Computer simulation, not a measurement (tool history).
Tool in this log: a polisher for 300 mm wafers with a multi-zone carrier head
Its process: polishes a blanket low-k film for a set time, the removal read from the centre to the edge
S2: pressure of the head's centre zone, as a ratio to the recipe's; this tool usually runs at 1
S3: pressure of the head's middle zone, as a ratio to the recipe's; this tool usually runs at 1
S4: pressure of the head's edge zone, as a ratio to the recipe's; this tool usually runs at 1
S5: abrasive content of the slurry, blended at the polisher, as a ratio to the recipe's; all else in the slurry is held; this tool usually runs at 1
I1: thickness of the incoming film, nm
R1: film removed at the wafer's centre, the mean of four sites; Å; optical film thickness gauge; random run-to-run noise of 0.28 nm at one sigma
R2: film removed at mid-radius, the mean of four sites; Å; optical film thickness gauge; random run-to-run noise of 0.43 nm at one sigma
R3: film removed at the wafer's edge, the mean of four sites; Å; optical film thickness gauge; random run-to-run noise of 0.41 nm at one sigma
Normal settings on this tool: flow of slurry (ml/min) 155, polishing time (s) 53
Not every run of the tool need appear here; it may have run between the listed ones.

run 1 hour=0.0 | flow_of_slurry_(ml/min)=155 S2=1 S3=1 S4=1 S5=1 polishing_time_(s)=53 | I1=414.4 | R1=311 R2=311 R3=304
run 2 hour=30.9 | flow_of_slurry_(ml/min)=155 S2=1 S3=1 S4=1 S5=1 polishing_time_(s)=53 | I1=419.4 | R1=314 R2=305 R3=304
run 3 hour=56.7 | flow_of_slurry_(ml/min)=155 S2=1 S3=1 S4=1 S5=1 polishing_time_(s)=53 | I1=415.6 | R1=308 R2=307 R3=303
-- hour=81.4 worn pad replaced by a new one
run 4 hour=82.2 | flow_of_slurry_(ml/min)=155 S2=1 S3=1 S4=1 S5=1 polishing_time_(s)=53 | I1=421.8 | R1=308 R2=307 R3=291
run 5 hour=118.1 | flow_of_slurry_(ml/min)=155 S2=1 S3=1 S4=1 S5=1 polishing_time_(s)=53 | I1=423.0 | R1=307 R2=304 R3=296
-- hour=132.8 carrier head's membrane replaced by a new one
run 6 hour=137.4 | flow_of_slurry_(ml/min)=155 S2=1 S3=1 S4=1 S5=1 polishing_time_(s)=53 | I1=419.5 | R1=310 R2=305 R3=304
run 7 hour=162.4 | flow_of_slurry_(ml/min)=155 S2=1 S3=1 S4=1 S5=1 polishing_time_(s)=53 | I1=416.3 | R1=313 R2=317 R3=300
-- hour=173.8 worn pad replaced by a new one
run 8 hour=190.6 | flow_of_slurry_(ml/min)=155 S2=1 S3=1 S4=1 S5=1 polishing_time_(s)=53 | I1=421.2 | R1=308 R2=301 R3=298

Predict the results of run 9:
run 9 hour=214.6 | flow_of_slurry_(ml/min)=155 S2=1 S3=1 S4=1 S5=1 polishing_time_(s)=53 | I1=414.9 | R1=? R2=? R3=?

R1: 306 Å
R2: 300 Å
R3: 304 Å
Without the tool's hidden state the same run would have given R1 306 Å, R2 300 Å, R3 304 Å.
